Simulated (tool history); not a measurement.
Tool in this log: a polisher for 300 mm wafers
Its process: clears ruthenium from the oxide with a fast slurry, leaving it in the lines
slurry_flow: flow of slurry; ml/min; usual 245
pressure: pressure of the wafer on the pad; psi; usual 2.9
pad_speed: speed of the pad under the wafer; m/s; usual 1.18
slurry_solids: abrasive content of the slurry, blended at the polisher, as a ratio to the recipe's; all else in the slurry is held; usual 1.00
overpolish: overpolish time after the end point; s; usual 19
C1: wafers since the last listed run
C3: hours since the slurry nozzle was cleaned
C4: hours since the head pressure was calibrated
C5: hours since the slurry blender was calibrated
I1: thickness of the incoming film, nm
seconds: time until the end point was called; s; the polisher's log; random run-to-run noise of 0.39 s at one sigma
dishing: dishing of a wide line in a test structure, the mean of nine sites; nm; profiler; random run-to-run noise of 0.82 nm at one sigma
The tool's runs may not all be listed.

{"run": 1, "hour": 0.0, "slurry_flow": 245, "pressure": 2.9, "pad_speed": 1.34, "slurry_solids": 1.0, "overpolish": 19, "C1": 0, "wafers polished on this pad": 1402, "C3": 157.2, "C4": 459.2, "C5": 226.9, "I1": 217.1, "seconds": 36.6, "dishing": 69.3}
{"hour": 36.2, "done": "slurry blender recalibrated"}
{"run": 2, "hour": 103.2, "slurry_flow": 245, "pressure": 2.9, "pad_speed": 1.34, "slurry_solids": 1.0, "overpolish": 19, "C1": 1344, "wafers polished on this pad": 2746, "C3": 260.4, "C4": 562.4, "C5": 67.0, "I1": 219.7, "seconds": 37.4, "dishing": 68.3}
{"run": 3, "hour": 117.4, "slurry_flow": 245, "pressure": 2.9, "pad_speed": 1.18, "slurry_solids": 1.0, "overpolish": 19, "C1": 188, "wafers polished on this pad": 2934, "C3": 274.6, "C4": 576.6, "C5": 81.2, "I1": 219.8, "seconds": 43.8, "dishing": 60.7}
{"run": 4, "hour": 147.8, "slurry_flow": 245, "pressure": 2.9, "pad_speed": 1.18, "slurry_solids": 1.0, "overpolish": 19, "C1": 403, "wafers polished on this pad": 3338, "C3": 305.0, "C4": 607.0, "C5": 111.6, "I1": 223.5, "seconds": 44.5, "dishing": 61.4}
{"run": 5, "hour": 181.8, "slurry_flow": 245, "pressure": 2.9, "pad_speed": 0.78, "slurry_solids": 1.0, "overpolish": 19, "C1": 451, "wafers polished on this pad": 3790, "C3": 339.0, "C4": 641.0, "C5": 145.6, "I1": 219.5, "seconds": 68.7, "dishing": 43.4}
{"hour": 188.8, "done": "slurry nozzle cleaned"}
{"hour": 190.3, "done": "worn pad replaced by a new one"}
{"run": 6, "hour": 195.4, "slurry_flow": 245, "pressure": 2.9, "pad_speed": 1.18, "slurry_solids": 1.25, "overpolish": 19, "C1": 147, "wafers polished on this pad": 67, "C3": 6.6, "C4": 654.6, "C5": 159.2, "I1": 218.4, "seconds": 35.9, "dishing": 70.1}
{"run": 7, "hour": 215.8, "slurry_flow": 245, "pressure": 2.9, "pad_speed": 1.18, "slurry_solids": 1.0, "overpolish": 19, "C1": 270, "wafers polished on this pad": 338, "C3": 27.0, "C4": 675.0, "C5": 179.6, "I1": 220.8, "seconds": 40.3, "dishing": 63.8}
{"run": 8, "hour": 247.8, "slurry_flow": 175, "pressure": 2.4, "pad_speed": 1.18, "slurry_solids": 1.15, "overpolish": 19, "C1": 425, "wafers polished on this pad": 763, "C3": 59.0, "C4": 707.0, "C5": 211.6, "I1": 216.9, "seconds": 47.1, "dishing": 57.9}
{"run": 9, "hour": 276.6, "slurry_flow": 315, "pressure": 3.7, "pad_speed": 1.54, "slurry_solids": 0.9, "overpolish": 19, "C1": 382, "wafers polished on this pad": 1146, "C3": 87.8, "C4": 735.8, "C5": 240.4, "I1": 216.9, "seconds": 25.3, "dishing": 86.5}
{"hour": 284.8, "done": "head pressure recalibrated"}
{"run": 10, "hour": 312.4, "slurry_flow": 245, "pressure": 2.9, "pad_speed": 1.18, "slurry_solids": 1.0, "overpolish": 19, "C1": 448, "wafers polished on this pad": 1594, "C3": 123.6, "C4": 27.6, "C5": 276.2, "I1": 220.7, "seconds": 41.6, "dishing": 64.1}
{"hour": 323.2, "done": "slurry blender recalibrated"}
{"run": 11, "hour": 335.7, "slurry_flow": 245, "pressure": 2.9, "pad_speed": 1.18, "slurry_solids": 1.0, "overpolish": 19, "C1": 282, "wafers polished on this pad": 1877, "C3": 146.9, "C4": 50.9, "C5": 12.5, "I1": 221.3, "seconds": 41.5, "dishing": 63.8}
{"run": 12, "hour": 349.2, "slurry_flow": 245, "pressure": 2.0, "pad_speed": 1.18, "slurry_solids": 0.75, "overpolish": 23, "C1": 179, "wafers polished on this pad": 2057, "C3": 160.4, "C4": 64.4, "C5": 26.0, "I1": 216.9, "seconds": 65.5, "dishing": 52.2}
{"run": 13, "hour": 379.3, "slurry_flow": 205, "pressure": 2.9, "pad_speed": 1.18, "slurry_solids": 1.0, "overpolish": 19, "C1": 399, "wafers polished on this pad": 2456, "C3": 190.5, "C4": 94.5, "C5": 56.1, "I1": 224.0, "seconds": 43.9, "dishing": 61.5}
{"run": 14, "hour": 407.0, "slurry_flow": 245, "pressure": 2.9, "pad_speed": 1.18, "slurry_solids": 1.0, "overpolish": 24, "C1": 367, "wafers polished on this pad": 2824, "C3": 218.2, "C4": 122.2, "C5": 83.8, "I1": 221.0, "seconds": 42.9, "dishing": 72.9}
{"hour": 427.9, "done": "worn pad replaced by a new one, of another model than before"}
{"run": 15, "hour": 429.1, "slurry_flow": 245, "pressure": 2.9, "pad_speed": 1.6, "slurry_solids": 0.8, "overpolish": 19, "C1": 240, "wafers polished on this pad": 15, "C3": 240.3, "C4": 144.3, "C5": 105.9, "I1": 223.1, "seconds": 44.4, "dishing": 60.9}
{"run": 16, "hour": 458.7, "slurry_flow": 220, "pressure": 2.9, "pad_speed": 1.18, "slurry_solids": 1.1, "overpolish": 19, "C1": 393, "wafers polished on this pad": 408, "C3": 269.9, "C4": 173.9, "C5": 135.5, "I1": 220.4, "seconds": 52.0, "dishing": 54.0}
{"run": 17, "hour": 471.6, "slurry_flow": 245, "pressure": 2.9, "pad_speed": 1.18, "slurry_solids": 1.1, "overpolish": 19, "C1": 171, "wafers polished on this pad": 580, "C3": 282.8, "C4": 186.8, "C5": 148.4, "I1": 218.2, "seconds": 48.9, "dishing": 55.0}
{"run": 18, "hour": 484.7, "slurry_flow": 245, "pressure": 2.9, "pad_speed": 1.18, "slurry_solids": 1.0, "overpolish": 12, "C1": 173, "wafers polished on this pad": 754, "C3": 295.9, "C4": 199.9, "C5": 161.5, "I1": 221.4, "seconds": 53.9, "dishing": 35.6}
{"run": 19, "hour": 500.7, "slurry_flow": 245, "pressure": 2.9, "pad_speed": 1.44, "slurry_solids": 1.0, "overpolish": 19, "C1": 212, "wafers polished on this pad": 966, "C3": 311.9, "C4": 215.9, "C5": 177.5, "I1": 221.8, "seconds": 51.8, "dishing": 56.2}
{"run": 20, "hour": 529.9, "slurry_flow": 245, "pressure": 2.9, "pad_speed": 1.18, "slurry_solids": 1.0, "overpolish": 19, "C1": 387, "wafers polished on this pad": 1354, "C3": 341.1, "C4": 245.1, "C5": 206.7, "I1": 223.2, "seconds": 69.9, "dishing": 43.3}
{"hour": 543.5, "done": "slurry nozzle cleaned"}
{"hour": 550.4, "done": "slurry blender recalibrated"}
{"run": 21, "hour": 561.8, "slurry_flow": 225, "pressure": 2.9, "pad_speed": 1.18, "slurry_solids": 1.0, "overpolish": 10, "C1": 383, "wafers polished on this pad": 1738, "C3": 18.3, "C4": 277.0, "C5": 11.4, "I1": 218.1, "seconds": 40.8, "dishing": 38.8}
{"run": 22, "hour": 574.8, "slurry_flow": 245, "pressure": 2.9, "pad_speed": 0.8, "slurry_solids": 1.1, "overpolish": 22, "C1": 172, "wafers polished on this pad": 1911, "C3": 31.3, "C4": 290.0, "C5": 24.4, "I1": 221.6, "seconds": 47.6, "dishing": 63.8}
{"run": 23, "hour": 598.3, "slurry_flow": 245, "pressure": 1.9, "pad_speed": 1.18, "slurry_solids": 1.15, "overpolish": 19, "C1": 312, "wafers polished on this pad": 2223, "C3": 54.8, "C4": 313.5, "C5": 47.9, "I1": 219.3, "seconds": 49.3, "dishing": 55.9}
{"run": 24, "hour": 630.1, "slurry_flow": 245, "pressure": 2.9, "pad_speed": 1.3, "slurry_solids": 1.0, "overpolish": 19, "C1": 422, "wafers polished on this pad": 2645, "C3": 86.6, "C4": 345.3, "C5": 79.7, "I1": 221.7, "seconds": 38.7, "dishing": 66.5}
{"run": 25, "hour": 652.8, "slurry_flow": 245, "pressure": 2.9, "pad_speed": 1.18, "slurry_solids": 1.0, "overpolish": 19, "C1": 301, "wafers polished on this pad": 2947, "C3": 109.3, "C4": 368.0, "C5": 102.4, "I1": 223.2, "seconds": 42.1, "dishing": 63.4}
{"run": 26, "hour": 681.5, "slurry_flow": 245, "pressure": 2.9, "pad_speed": 1.18, "slurry_solids": 1.0, "overpolish": 19, "C1": 381, "wafers polished on this pad": 3328, "C3": 138.0, "C4": 396.7, "C5": 131.1, "I1": 222.4, "seconds": 42.7, "dishing": 64.5}
{"run": 27, "hour": 695.7, "slurry_flow": 245, "pressure": 2.9, "pad_speed": 1.18, "slurry_solids": 1.0, "overpolish": 19, "C1": 188, "wafers polished on this pad": 3516, "C3": 152.2, "C4": 410.9, "C5": 145.3, "I1": 222.5, "seconds": 43.0, "dishing": 63.5}

Predict the results of run 28:
{"hour": 701.2, "done": "worn pad replaced by a new one"}
{"run": 28, "hour": 733.3, "slurry_flow": 245, "pressure": 2.9, "pad_speed": 1.18, "slurry_solids": 1.0, "overpolish": 19, "C1": 446, "wafers polished on this pad": 426, "C3": 189.8, "C4": 448.5, "C5": 182.9, "I1": 221.4, "seconds": "?", "dishing": "?"}

Run 28 produced seconds 43.8 s, dishing 61.2 nm.
If the tool had no hidden condition, the same run with the same run-to-run variation would have returned seconds 40.1 s, dishing 65.0 nm.

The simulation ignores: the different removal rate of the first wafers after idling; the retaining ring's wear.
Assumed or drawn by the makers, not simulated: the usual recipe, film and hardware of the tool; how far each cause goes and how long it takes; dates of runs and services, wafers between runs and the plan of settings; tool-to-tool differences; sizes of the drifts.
